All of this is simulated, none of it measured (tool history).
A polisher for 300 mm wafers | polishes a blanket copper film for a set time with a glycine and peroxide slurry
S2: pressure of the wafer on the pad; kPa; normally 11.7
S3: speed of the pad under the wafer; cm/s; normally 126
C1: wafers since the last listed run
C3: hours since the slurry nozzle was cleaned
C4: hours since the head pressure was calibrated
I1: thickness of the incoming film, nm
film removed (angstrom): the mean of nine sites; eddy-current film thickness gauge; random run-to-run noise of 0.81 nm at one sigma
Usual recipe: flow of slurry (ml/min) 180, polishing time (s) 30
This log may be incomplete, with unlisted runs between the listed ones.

run 1 hour=0.0 | flow_of_slurry_(ml/min)=180 S2=11.7 S3=126 polishing_time_(s)=30 | C1=0 wafers_polished_on_this_pad=1671 C3=186.8 C4=584.7 | I1=2350.2 | film_removed_(angstrom)=1101
run 2 hour=63.0 | flow_of_slurry_(ml/min)=155 S2=11.7 S3=126 polishing_time_(s)=30 | C1=962 wafers_polished_on_this_pad=2633 C3=249.8 C4=647.7 | I1=2338.5 | film_removed_(angstrom)=1076
run 3 hour=91.6 | flow_of_slurry_(ml/min)=155 S2=11.7 S3=126 polishing_time_(s)=30 | C1=437 wafers_polished_on_this_pad=3070 C3=278.4 C4=676.3 | I1=2319.3 | film_removed_(angstrom)=1070
-- hour=138.5 worn pad replaced by a new one
run 4 hour=150.1 | flow_of_slurry_(ml/min)=155 S2=11.7 S3=126 polishing_time_(s)=30 | C1=832 wafers_polished_on_this_pad=177 C3=336.9 C4=734.8 | I1=2339.6 | film_removed_(angstrom)=1063
run 5 hour=193.2 | flow_of_slurry_(ml/min)=180 S2=11.7 S3=126 polishing_time_(s)=36 | C1=658 wafers_polished_on_this_pad=835 C3=380.0 C4=777.9 | I1=2314.5 | film_removed_(angstrom)=1309
run 6 hour=256.1 | flow_of_slurry_(ml/min)=180 S2=11.7 S3=126 polishing_time_(s)=36 | C1=961 wafers_polished_on_this_pad=1797 C3=442.9 C4=840.8 | I1=2292.1 | film_removed_(angstrom)=1305
run 7 hour=299.3 | flow_of_slurry_(ml/min)=140 S2=11.7 S3=126 polishing_time_(s)=30 | C1=660 wafers_polished_on_this_pad=2457 C3=486.1 C4=884.0 | I1=2313.5 | film_removed_(angstrom)=1034
run 8 hour=330.6 | flow_of_slurry_(ml/min)=180 S2=11.7 S3=126 polishing_time_(s)=33 | C1=478 wafers_polished_on_this_pad=2935 C3=517.4 C4=915.3 | I1=2354.1 | film_removed_(angstrom)=1183
-- hour=381.1 worn pad replaced by a new one
run 9 hour=432.7 | flow_of_slurry_(ml/min)=180 S2=11.7 S3=126 polishing_time_(s)=33 | C1=1499 wafers_polished_on_this_pad=788 C3=619.5 C4=1017.4 | I1=2345.2 | film_removed_(angstrom)=1181
run 10 hour=499.3 | flow_of_slurry_(ml/min)=180 S2=11.7 S3=98 polishing_time_(s)=26 | C1=1017 wafers_polished_on_this_pad=1806 C3=686.1 C4=1084.0 | I1=2293.3 | film_removed_(angstrom)=775
run 11 hour=539.9 | flow_of_slurry_(ml/min)=180 S2=14.5 S3=126 polishing_time_(s)=30 | C1=620 wafers_polished_on_this_pad=2427 C3=726.7 C4=1124.6 | I1=2314.4 | film_removed_(angstrom)=1271
-- hour=591.2 slurry nozzle cleaned
run 12 hour=596.6 | flow_of_slurry_(ml/min)=140 S2=13.1 S3=126 polishing_time_(s)=30 | C1=851 wafers_polished_on_this_pad=3278 C3=5.4 C4=1181.3 | I1=2308.3 | film_removed_(angstrom)=1113
run 13 hour=623.2 | flow_of_slurry_(ml/min)=220 S2=10.3 S3=126 polishing_time_(s)=37 | C1=406 wafers_polished_on_this_pad=3684 C3=32.0 C4=1207.9 | I1=2314.9 | film_removed_(angstrom)=1223
-- hour=628.4 worn pad replaced by a new one
run 14 hour=650.2 | flow_of_slurry_(ml/min)=130 S2=11.7 S3=126 polishing_time_(s)=40 | C1=351 wafers_polished_on_this_pad=332 C3=59.0 C4=1234.9 | I1=2323.5 | film_removed_(angstrom)=1312
run 15 hour=710.1 | flow_of_slurry_(ml/min)=210 S2=11.7 S3=126 polishing_time_(s)=30 | C1=915 wafers_polished_on_this_pad=1247 C3=118.9 C4=1294.8 | I1=2332.4 | film_removed_(angstrom)=1073
run 16 hour=762.7 | flow_of_slurry_(ml/min)=155 S2=11.7 S3=126 polishing_time_(s)=33 | C1=803 wafers_polished_on_this_pad=2051 C3=171.5 C4=1347.4 | I1=2304.3 | film_removed_(angstrom)=1120
run 17 hour=789.6 | flow_of_slurry_(ml/min)=180 S2=11.7 S3=94 polishing_time_(s)=30 | C1=411 wafers_polished_on_this_pad=2462 C3=198.4 C4=1374.3 | I1=2323.2 | film_removed_(angstrom)=841
-- hour=857.8 worn pad replaced by a new one
run 18 hour=858.3 | flow_of_slurry_(ml/min)=180 S2=11.7 S3=126 polishing_time_(s)=30 | C1=988 wafers_polished_on_this_pad=7 C3=267.1 C4=1443.0 | I1=2277.5 | film_removed_(angstrom)=1044
-- hour=866.3 head pressure recalibrated
run 19 hour=909.6 | flow_of_slurry_(ml/min)=125 S2=11.7 S3=154 polishing_time_(s)=40 | C1=753 wafers_polished_on_this_pad=760 C3=318.4 C4=43.3 | I1=2326.1 | film_removed_(angstrom)=1675
run 20 hour=957.5 | flow_of_slurry_(ml/min)=180 S2=15.9 S3=126 polishing_time_(s)=30 | C1=731 wafers_polished_on_this_pad=1492 C3=366.3 C4=91.2 | I1=2358.0 | film_removed_(angstrom)=1464
run 21 hour=1004.1 | flow_of_slurry_(ml/min)=240 S2=9.7 S3=82 polishing_time_(s)=27 | C1=712 wafers_polished_on_this_pad=2204 C3=412.9 C4=137.8 | I1=2306.5 | film_removed_(angstrom)=686
run 22 hour=1050.3 | flow_of_slurry_(ml/min)=140 S2=11.7 S3=126 polishing_time_(s)=30 | C1=705 wafers_polished_on_this_pad=2910 C3=459.1 C4=184.0 | I1=2321.0 | film_removed_(angstrom)=1078
run 23 hour=1087.9 | flow_of_slurry_(ml/min)=180 S2=11.7 S3=126 polishing_time_(s)=30 | C1=574 wafers_polished_on_this_pad=3485 C3=496.7 C4=221.6 | I1=2294.9 | film_removed_(angstrom)=1136
-- hour=1094.2 worn pad replaced by a new one
run 24 hour=1120.5 | flow_of_slurry_(ml/min)=180 S2=9.7 S3=90 polishing_time_(s)=30 | C1=437 wafers_polished_on_this_pad=401 C3=529.3 C4=254.2 | I1=2303.1 | film_removed_(angstrom)=770

Pick out some run-to-run changes in film removed (angstrom). Of each, how much would a tool without hidden state show as well, from the settings, what came in and chance, and how much is left for the hidden state and any gauge scatter not in both results compared?
Hidden state present: removal rate lost through wear of the pad, %; slurry flow missing at the pad, %; deviation of the head's pressure from its setpoint, %.
Run 10 -> 11: S2 11.7 -> 14.5, S3 98 -> 126, polishing time (s) 26 -> 30. film removed (angstrom) +496: hidden state -46, all else +542.
Run 18 -> 19: flow of slurry (ml/min) 180 -> 125, S3 126 -> 154, polishing time (s) 30 -> 40, head pressure recalibrated. film removed (angstrom) +631: hidden state +113, all else +518.
Run 20 -> 21: flow of slurry (ml/min) 180 -> 240, S2 15.9 -> 9.7, S3 126 -> 82, polishing time (s) 30 -> 27. film removed (angstrom) -778: hidden state -6, all else -772.
